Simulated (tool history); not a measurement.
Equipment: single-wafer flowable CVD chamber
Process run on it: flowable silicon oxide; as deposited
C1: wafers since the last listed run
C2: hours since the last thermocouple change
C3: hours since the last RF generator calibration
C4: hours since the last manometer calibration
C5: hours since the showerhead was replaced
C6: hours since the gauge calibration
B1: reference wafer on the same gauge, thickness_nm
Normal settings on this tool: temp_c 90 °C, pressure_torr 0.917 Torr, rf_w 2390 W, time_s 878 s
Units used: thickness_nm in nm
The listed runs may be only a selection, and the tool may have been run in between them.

run 1 hour=0 | temp_c=90 pressure_torr=0.917 rf_w=2770 time_s=772 | C1=0 C2=2151.1 C3=968.7 C4=1458.4 C5=3138.3 C6=70.9 | B1=1018.535 | thickness_nm=660.764
run 2 hour=14.3 | temp_c=80 pressure_torr=0.917 rf_w=2630 time_s=878 | C1=20 C2=2165.4 C3=983 C4=1472.7 C5=3152.6 C6=85.2 | B1=1018.21 | thickness_nm=1046.475
run 3 hour=32.8 | temp_c=90 pressure_torr=1.071 rf_w=2390 time_s=934 | C1=26 C2=2183.9 C3=1001.5 C4=1491.2 C5=3171.1 C6=103.7 | B1=1017.703 | thickness_nm=919.213
run 4 hour=44.5 | temp_c=90 pressure_torr=1.071 rf_w=2390 time_s=934 | C1=16 C2=2195.6 C3=1013.2 C4=1502.9 C5=3182.8 C6=115.4 | B1=1017.5 | thickness_nm=914.785
run 5 hour=57.5 | temp_c=90 pressure_torr=1.071 rf_w=2390 time_s=934 | C1=18 C2=2208.6 C3=1026.2 C4=1515.9 C5=3195.8 C6=128.4 | B1=1017.406 | thickness_nm=912.863
run 6 hour=74.3 | temp_c=90 pressure_torr=0.832 rf_w=2390 time_s=878 | C1=24 C2=2225.4 C3=1043 C4=1532.7 C5=3212.6 C6=145.2 | B1=1018.152 | thickness_nm=661.315
-- hour=83.3 RF generator calibrated
run 7 hour=90.2 | temp_c=80 pressure_torr=0.917 rf_w=2390 time_s=878 | C1=11 C2=2241.3 C3=6.9 C4=1548.6 C5=3228.5 C6=161.1 | B1=1019.179 | thickness_nm=1019.243
run 8 hour=101.4 | temp_c=80 pressure_torr=0.917 rf_w=2390 time_s=878 | C1=16 C2=2252.5 C3=18.1 C4=1559.8 C5=3239.7 C6=172.3 | B1=1017.925 | thickness_nm=1017.735
run 9 hour=111.6 | temp_c=80 pressure_torr=0.917 rf_w=2390 time_s=878 | C1=14 C2=2262.7 C3=28.3 C4=1570 C5=3249.9 C6=182.5 | B1=1018.176 | thickness_nm=1037.924
-- hour=121.9 gauge calibrated
-- hour=127.1 showerhead replaced, of another model than before
run 10 hour=127.6 | temp_c=90 pressure_torr=0.917 rf_w=2390 time_s=878 | C1=11 C2=2278.7 C3=44.3 C4=1586 C5=0.5 C6=5.7 | B1=1017.549 | thickness_nm=723.754
run 11 hour=138 | temp_c=90 pressure_torr=0.917 rf_w=2390 time_s=926 | C1=15 C2=2289.1 C3=54.7 C4=1596.4 C5=10.9 C6=16.1 | B1=1018.407 | thickness_nm=770.911
run 12 hour=147.6 | temp_c=80 pressure_torr=0.917 rf_w=2390 time_s=878 | C1=13 C2=2298.7 C3=64.3 C4=1606 C5=20.5 C6=25.7 | B1=1018.048 | thickness_nm=1015.668
run 13 hour=161.3 | temp_c=90 pressure_torr=0.917 rf_w=2390 time_s=878 | C1=19 C2=2312.4 C3=78 C4=1619.7 C5=34.2 C6=39.4 | B1=1018.17 | thickness_nm=721.178
run 14 hour=167.4 | temp_c=86 pressure_torr=0.917 rf_w=2390 time_s=986 | C1=8 C2=2318.5 C3=84.1 C4=1625.8 C5=40.3 C6=45.5 | B1=1017.605 | thickness_nm=937.939
run 15 hour=182.5 | temp_c=95 pressure_torr=1.074 rf_w=2390 time_s=878 | C1=21 C2=2333.6 C3=99.2 C4=1640.9 C5=55.4 C6=60.6 | B1=1017.111 | thickness_nm=691.003
run 16 hour=191.8 | temp_c=90 pressure_torr=0.917 rf_w=2390 time_s=955 | C1=13 C2=2342.9 C3=108.5 C4=1650.2 C5=64.7 C6=69.9 | B1=1017.635 | thickness_nm=784.307
-- hour=208.5 thermocouple changed; heater temperature recalibrated
run 17 hour=209 | temp_c=90 pressure_torr=0.832 rf_w=2390 time_s=878 | C1=13 C2=0.5 C3=125.7 C4=1667.4 C5=81.9 C6=87.1 | B1=1017.683 | thickness_nm=819.631

Run 18, settings as shown, results not yet in. Your forecast:
-- hour=217.7 capacitance manometer re-zeroed and calibrated
run 18 hour=218.2 | temp_c=84 pressure_torr=1.082 rf_w=2160 time_s=711 | C1=1 C2=9.7 C3=134.9 C4=0.5 C5=91.1 C6=96.3 | B1=? | thickness_nm=?

Run 18 came out at B1 1017.574, thickness_nm 982.503 nm.
Had the tool carried no hidden state, the very same run would have given thickness_nm 983.028 nm.
